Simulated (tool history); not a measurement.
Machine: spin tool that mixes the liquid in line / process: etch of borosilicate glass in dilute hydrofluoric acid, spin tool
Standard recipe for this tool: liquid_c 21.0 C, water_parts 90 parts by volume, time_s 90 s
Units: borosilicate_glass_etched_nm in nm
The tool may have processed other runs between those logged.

run    hour  liquid_c  water_parts  time_s  read-back film thickness of the borosilicate glass reference wafer, read on the same gauge (nm)  borosilicate_glass_etched_nm
  1     0.0      24.0           90      90                                                                                            80.00                         17.80
  2    37.4      24.0           90      90                                                                                            79.96                         17.25
  3   144.5      24.0           90      90                                                                                            80.01                         17.09
      202.5  -- hydrofluoric acid flow meter replaced
  4   290.2      21.0           90      90                                                                                            80.03                         15.00
      342.6  -- thermometer replaced
  5   379.2      21.0           90      90                                                                                            79.98                         16.44
  6   450.5      21.0          125      90                                                                                            80.03                         11.36
  7   556.5      21.0          125      90                                                                                            79.97                         11.10
  8   625.0      21.0           90      90                                                                                            80.03                         15.97
  9   676.2      21.0           90      90                                                                                            79.99                         16.08
 10   740.2      21.0           90      90                                                                                            80.00                         15.99
 11   797.8      18.5           60      90                                                                                            79.94                         22.21
 12   852.7      18.5           60      90                                                                                            80.04                         22.13
 13   933.4      18.5           60      90                                                                                            79.96                         21.78
      983.9  -- hydrofluoric acid flow meter replaced
 14  1001.1      21.0           90      90                                                                                            79.99                         15.30
 15  1081.2      21.0           90      90                                                                                            79.99                         15.35
 16  1132.2      21.0          110      90                                                                                            79.98                         12.29
 17  1175.0      21.0           90      45                                                                                            80.04                          7.61
 18  1245.4      19.5           65     115                                                                                            80.00                         25.48
 19  1328.1      22.5          120     105                                                                                            80.01                         13.53
 20  1369.7      21.0           90     135                                                                                            79.97                         23.04
     1406.7  -- thermometer replaced
 21  1450.1      25.0           45     105                                                                                            79.99                         46.80
 22  1556.7      21.0           90      90                                                                                            80.03                         16.02
 23  1624.6      24.0           90      90                                                                                            79.99                         18.03
     1630.7  -- gauge calibrated
 24  1667.4      21.0           90      90                                                                                            79.98                         15.83
 25  1745.7      25.5           50      90                                                                                            80.02                         35.57
 26  1804.6      21.0          115      75                                                                                            79.99                         10.03
 27  1842.1      21.0           90      90                                                                                            80.04                         15.51
 28  1903.5      18.0          115     110                                                                                            80.00                         12.70
 29  1982.1      19.0          115      55                                                                                            80.00                          6.63
     1999.7  -- hydrofluoric acid flow meter replaced
 30  2053.6      21.0          110      90                                                                                            80.02                         12.33
 31  2111.3      17.0           50     120                                                                                            79.98                         32.53
 32  2203.8      24.0           90     120                                                                                            80.01                         23.07
 33  2256.4      18.0          110      90                                                                                            79.97                         10.52
 34  2315.2      21.0           90      90                                                                                            80.03                         15.40

For some of the steps in borosilicate_glass_etched_nm from one run to the next: how much would appear even if the tool had no hidden state, given the settings, what came in and random variation, and how much remains for the hidden state plus any gauge scatter that the measured result and the result without hidden state don't share?
What the log doesn't record here: liquid colder than its thermometer reads (K); hydrofluoric acid flow above the setpoint (%); gauge reads high (%).
Run 17 -> 18: liquid_c 21.0 -> 19.5, water_parts 90 -> 65, time_s 45 -> 115. borosilicate_glass_etched_nm +17.87 nm: hidden state -1.55, all else +19.42.
Run 20 -> 21: liquid_c 21.0 -> 25.0, water_parts 90 -> 45, time_s 135 -> 105, thermometer replaced. borosilicate_glass_etched_nm +23.76 nm: hidden state +1.38, all else +22.38.
Run 21 -> 22: liquid_c 25.0 -> 21.0, water_parts 45 -> 90, time_s 105 -> 90. borosilicate_glass_etched_nm -30.78 nm: hidden state +0.35, all else -31.13.
Run 25 -> 26: liquid_c 25.5 -> 21.0, water_parts 50 -> 115, time_s 90 -> 75. borosilicate_glass_etched_nm -25.54 nm: hidden state +0.98, all else -26.52.
Run 30 -> 31: liquid_c 21.0 -> 17.0, water_parts 110 -> 50, time_s 90 -> 120. borosilicate_glass_etched_nm +20.20 nm: hidden state -1.71, all else +21.91.
